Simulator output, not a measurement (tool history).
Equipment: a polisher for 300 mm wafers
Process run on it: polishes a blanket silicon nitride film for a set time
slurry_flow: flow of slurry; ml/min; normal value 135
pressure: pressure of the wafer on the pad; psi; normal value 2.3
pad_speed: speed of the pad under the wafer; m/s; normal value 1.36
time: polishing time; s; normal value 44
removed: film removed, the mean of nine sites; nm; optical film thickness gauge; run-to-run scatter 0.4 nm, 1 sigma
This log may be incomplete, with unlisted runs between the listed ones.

run     day  slurry_flow  pressure  pad_speed  time  incoming thickness of the incoming film, nm  removed
  1   0.000          135       2.3       1.36    44                                        512.8     57.9
  2   1.208          135       2.3       1.36    44                                        501.4     56.7
      1.554  -- worn pad replaced by a new one
  3   3.829          135       2.3       1.36    44                                        506.6     57.3
  4   5.829          135       2.3       1.36    44                                        508.5     56.6
  5   6.988          135       2.3       1.36    44                                        508.3     57.2
  6   8.279          135       2.3       1.36    44                                        509.9     57.5
      8.900  -- worn pad replaced by a new one
  7   9.438          135       2.3       1.36    44                                        511.7     56.6
     12.308  -- head pressure recalibrated
  8  14.917          135       2.3       1.36    44                                        511.9     61.5
  9  17.588          170       2.0       1.36    44                                        518.9     55.5
     18.192  -- worn pad replaced by a new one
     18.775  -- head pressure recalibrated, repeated, since the last time left the tool worse
 10  20.017          135       2.3       1.36    44                                        511.4     58.7
 11  21.296          135       3.1       1.36    44                                        508.0     79.7
 12  23.871          115       2.3       1.56    48                                        504.8     68.7
     25.250  -- slurry nozzle cleaned
     26.596  -- worn pad replaced by a new one
 13  26.683          170       2.3       1.36    51                                        501.7     69.9
     33.925  -- worn pad replaced by a new one
 14  34.429          135       2.3       1.36    44                                        507.4     58.8
 15  36.554          135       2.3       1.36    44                                        517.9     58.2
 16  37.662          135       3.1       1.36    50                                        516.6     89.3
 17  40.475          120       3.1       1.36    44                                        509.4     75.6

Each row is a separate what-if for the run after 17, all from the same tool condition, not one after another. Results?
  A  40.492          135       2.3       1.36    44                                        507.4        ?
  B  40.492          135       3.0       0.98    44                                        507.4        ?
  C  40.492          120       2.6       1.04    34                                        507.4        ?

run  removed
  A     58.0
  B     59.5
  C     40.7
Without the tool's unlogged condition, the same runs would have read:
run  removed
  A     58.5
  B     60.0
  C     41.1
